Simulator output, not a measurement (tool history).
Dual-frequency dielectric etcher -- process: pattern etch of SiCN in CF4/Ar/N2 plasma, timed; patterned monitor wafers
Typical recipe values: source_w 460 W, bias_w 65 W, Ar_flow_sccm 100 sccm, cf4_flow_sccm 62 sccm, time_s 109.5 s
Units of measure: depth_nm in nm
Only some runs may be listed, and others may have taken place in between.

| run | hour | source_w | bias_w | Ar_flow_sccm | cf4_flow_sccm | time_s | read-back reference wafer on the same gauge, depth_nm | depth_nm |
|---|---|---|---|---|---|---|---|---|
| 1 | 0.0 | 460 | 54 | 100 | 62 | 109.5 | 94.1 | 84.0 |
| 2 | 35.2 | 460 | 65 | 100 | 62 | 109.5 | 94.0 | 86.7 |
| 3 | 119.0 | 460 | 54 | 100 | 62 | 109.5 | 93.9 | 83.4 |
| 4 | 147.2 | 460 | 65 | 100 | 62 | 109.5 | 94.0 | 87.4 |
| 5 | 163.8 | 460 | 65 | 100 | 62 | 109.5 | 94.0 | 87.3 |
| 6 | 198.4 | 460 | 65 | 100 | 62 | 109.5 | 94.0 | 87.1 |
| 7 | 213.2 | 380 | 65 | 100 | 49 | 94.5 | 94.0 | 66.5 |
| 8 | 248.0 | 460 | 65 | 100 | 62 | 109.5 | 94.0 | 87.2 |
| 9 | 280.9 | 350 | 70 | 115 | 69 | 109.5 | 93.9 | 77.4 |
| 10 | 296.7 | 460 | 65 | 100 | 49 | 96.5 | 94.1 | 74.5 |
| 11 | 310.2 | 460 | 56 | 100 | 55 | 132.5 | 93.9 | 100.8 |
| 12 | 331.0 | 460 | 80 | 83 | 62 | 122.5 | 93.9 | 105.0 |
| 13 | 344.3 | 400 | 55 | 80 | 47 | 109.5 | 94.1 | 77.9 |
| 14 | 363.0 | 460 | 74 | 100 | 62 | 109.5 | 94.0 | 89.6 |
| 15 | 380.2 | 530 | 65 | 77 | 62 | 109.5 | 94.1 | 96.8 |
| 16 | 397.8 | 460 | 65 | 100 | 66 | 109.5 | 94.0 | 88.2 |
| 17 | 416.4 | 460 | 65 | 100 | 62 | 109.5 | 94.0 | 87.7 |
| 18 | 460.3 | 400 | 53 | 100 | 56 | 109.5 | 94.1 | 77.3 |
| 19 | 492.3 | 380 | 71 | 83 | 62 | 109.5 | 94.1 | 83.4 |
| 20 | 517.0 | 460 | 54 | 122 | 68 | 98.5 | 93.9 | 74.8 |
| 21 | 552.2 | 500 | 65 | 124 | 62 | 109.5 | 94.0 | 88.7 |
| 22 | 582.0 | 460 | 65 | 100 | 62 | 109.5 | 94.0 | 87.7 |
| 23 | 598.4 | 460 | 54 | 100 | 62 | 109.5 | 94.0 | 84.2 |

Below are 3 alternative next runs, each starting from the tool's condition after run 23. Predict each:
| A | 598.8 | 460 | 65 | 100 | 48 | 109.5 | ? | ? |
| B | 598.8 | 390 | 65 | 100 | 62 | 120.5 | ? | ? |
| C | 598.8 | 420 | 55 | 100 | 62 | 93.5 | ? | ? |

| run | read-back reference wafer on the same gauge, depth_nm | depth_nm |
|---|---|---|
| A | 93.9 | 84.6 |
| B | 93.9 | 89.0 |
| C | 93.9 | 69.1 |
With no hidden state in the tool, these same runs would have given:
| run | depth_nm |
|---|---|
| A | 84.1 |
| B | 88.4 |
| C | 68.7 |
